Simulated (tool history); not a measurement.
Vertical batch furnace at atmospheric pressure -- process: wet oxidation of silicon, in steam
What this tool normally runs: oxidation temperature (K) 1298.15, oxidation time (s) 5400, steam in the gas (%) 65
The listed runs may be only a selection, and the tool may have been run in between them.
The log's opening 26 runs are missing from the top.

run     day  oxidation temperature (K)  oxidation time (s)  steam in the gas (%)  read-back reference wafer on the same gauge, thickness  oxide thickness on the monitor wafer (nm)
 27  19.246                    1298.15                5400                    65                                                  426.07                                     464.17
 28  20.025                    1298.15                3540                    65                                                  426.17                                     350.69
 29  20.988                    1283.15                3870                    73                                                  425.98                                     364.88
 30  21.342                    1311.15                2730                    70                                                  425.91                                     338.45
 31  22.150                    1309.15                5400                    65                                                  425.82                                     491.96
 32  22.488                    1275.15                6690                    54                                                  426.03                                     404.74
 33  22.962                    1298.15                4530                    75                                                  426.01                                     451.67
 34  23.562                    1286.15                5400                    76                                                  425.88                                     473.67
 35  24.000                    1276.15                3060                    59                                                  426.07                                     252.23

5 ways to go on from here, each from the tool as it stands after run 35. What would each give?
  A  24.233                    1298.15                5400                    65                                                       ?                                          ?
  B  24.233                    1319.15                6090                    58                                                       ?                                          ?
  C  24.233                    1298.15                5400                    72                                                       ?                                          ?
  D  24.233                    1278.15                2730                    72                                                       ?                                          ?
  E  24.233                    1298.15                5400                    60                                                       ?                                          ?

run  read-back reference wafer on the same gauge, thickness  oxide thickness on the monitor wafer (nm)
  A                                                  426.09                                     460.35
  B                                                  426.09                                     519.78
  C                                                  426.09                                     491.05
  D                                                  426.09                                     272.14
  E                                                  426.09                                     437.49
With the hidden condition removed and each run's random variation left untouched, the same runs would have given:
run  oxide thickness on the monitor wafer (nm)
  A                                     467.53
  B                                     527.51
  C                                     498.63
  D                                     276.86
  E                                     444.35

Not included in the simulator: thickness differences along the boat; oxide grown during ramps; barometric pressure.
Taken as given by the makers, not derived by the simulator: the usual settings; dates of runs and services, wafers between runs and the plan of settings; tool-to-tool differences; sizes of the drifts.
